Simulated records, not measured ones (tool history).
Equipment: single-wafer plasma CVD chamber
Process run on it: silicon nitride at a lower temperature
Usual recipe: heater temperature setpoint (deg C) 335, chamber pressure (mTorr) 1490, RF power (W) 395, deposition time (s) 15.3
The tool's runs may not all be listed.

run   hour  heater temperature setpoint (deg C)  chamber pressure (mTorr)  RF power (W)  deposition time (s)  read-back reference wafer on the same gauge, thickness_nm  mean film thickness on the monitor wafer (nm)
  1    0.0                                  335                      1490           395                 15.3                                                     27.464                                         21.994
  2    8.0                                  335                      1490           395                 15.3                                                     27.512                                         22.026
      19.6  -- RF generator calibrated
  3   22.1                                  335                      1490           395                 15.3                                                     27.504                                         21.648
      37.4  -- thermocouple changed; heater temperature recalibrated
  4   74.0                                  335                      1490           395                 15.3                                                     27.464                                         21.452
      86.9  -- showerhead replaced
  5   87.4                                  335                      1490           395                 15.3                                                     27.494                                         21.493
  6   94.6                                  321                      1490           395                 17.2                                                     27.482                                         24.013
  7  101.8                                  335                      1490           395                 15.3                                                     27.485                                         21.296
     115.1  -- capacitance manometer re-zeroed and calibrated
  8  119.0                                  335                      1490           395                 15.3                                                     27.488                                         21.449
     122.1  -- gauge calibrated
     131.4  -- RF generator calibrated, repeated, since the last time left the tool worse
  9  131.9                                  335                      1490           395                 15.3                                                     27.547                                         23.184
 10  147.8                                  335                      1490           395                 15.3                                                     27.525                                         23.046
 11  156.3                                  340                      1490           360                 17.2                                                     27.483                                         23.954
 12  163.4                                  344                      1820           330                 12.8                                                     27.491                                         17.782
 13  180.0                                  343                      1490           395                 13.2                                                     27.495                                         19.634
 14  188.5                                  346                      1170           415                 15.3                                                     27.513                                         21.737
 15  204.9                                  331                      1490           395                 15.3                                                     27.474                                         23.041
 16  220.2                                  335                      1360           470                 15.3                                                     27.488                                         25.064
 17  230.7                                  346                      1600           395                 15.3                                                     27.491                                         23.308
 18  243.0                                  335                      1630           395                 18.1                                                     27.522                                         27.641
 19  260.3                                  335                      1490           395                 15.3                                                     27.520                                         22.809
 20  267.1                                  330                      1490           330                 18.0                                                     27.544                                         23.652
 21  276.2                                  346                      1810           345                 14.5                                                     27.547                                         20.607
 22  294.1                                  327                      1490           395                 17.0                                                     27.496                                         25.378
 23  306.9                                  321                      1220           455                 12.4                                                     27.485                                         19.113
 24  321.0                                  335                      1490           395                 15.3                                                     27.518                                         22.936
 25  337.4                                  346                      1240           395                 12.3                                                     27.485                                         17.114
 26  349.7                                  322                      1210           395                 16.6                                                     27.527                                         23.072
 27  356.7                                  348                      1170           450                 17.9                                                     27.521                                         26.761
 28  367.5                                  328                      1490           415                 15.3                                                     27.518                                         23.537

Subtracting, for every run, the result it would have given without the tool's unlogged condition from the measured result gives the following. The same run-to-run variation enters both numbers; the gauge's scatter may not:
What the log doesn't record here: wafer temperature above the value expected at the setpoint (K); delivered RF power above the setpoint (%); true pressure above the setpoint (%); gauge reads high (%).
run  mean film thickness on the monitor wafer (nm)
  1                                         -1.053
  2                                         -1.055
  3                                         -1.667
  4                                         -1.730
  5                                         -1.752
  6                                         -1.969
  7                                         -1.756
  8                                         -1.793
  9                                         -0.130
 10                                         -0.150
 11                                         -0.178
 12                                         -0.145
 13                                         -0.163
 14                                         -0.189
 15                                         -0.223
 16                                         -0.256
 17                                         -0.259
 18                                         -0.325
 19                                         -0.289
 20                                         -0.334
 21                                         -0.289
 22                                         -0.364
 23                                         -0.278
 24                                         -0.359
 25                                         -0.281
 26                                         -0.392
 27                                         -0.446
 28                                         -0.403
